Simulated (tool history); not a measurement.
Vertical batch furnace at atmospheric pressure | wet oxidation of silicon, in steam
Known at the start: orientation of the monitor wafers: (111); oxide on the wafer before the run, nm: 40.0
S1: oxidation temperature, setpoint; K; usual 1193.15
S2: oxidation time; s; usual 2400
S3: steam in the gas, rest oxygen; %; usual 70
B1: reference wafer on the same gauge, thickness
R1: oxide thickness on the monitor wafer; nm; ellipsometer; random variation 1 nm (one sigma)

run   hour       S1    S2  S3      B1      R1
  1      0  1193.15  2400  70  160.18  190.47
  2   11.3  1193.15  2400  70  159.97  191.08
  3     20  1193.15  2400  70  159.95  190.78
  4   37.2  1193.15  2400  70  159.94  189.86
  5     50  1193.15  2400  70  159.85  190.93
  6   65.4  1193.15  2400  70  160.39  190.04
  7   78.1  1193.15  2400  70  160.05  193.41
  8   85.6  1177.15  2400  70  160.14  165.49
  9  102.1  1177.15  2400  70  159.89  165.39
 10  142.7  1193.15  2970  70  160.39  220.26
 11  156.7  1193.15  2970  70   159.7  217.96
       191  -- thermocouples replaced and temperature profile calibrated
 12  191.5  1187.15  2400  62  160.26  169.42
 13  195.8  1187.15  2400  62  160.13  168.78
 14  206.4  1187.15  2400  62  159.92  166.27
 15  214.6  1193.15  2400  70  159.86   190.8
 16  224.5  1211.15  2970  59  159.98  225.47
 17    238  1193.15  1770  70  159.78  158.13

Run 18 comes next. What will it give?
 18  255.8  1193.15  3180  81   ?   ?

Run 18 gave B1 160.16, R1 254.5 nm.
Without the tool's hidden state the same run would have given R1 254.5 nm.
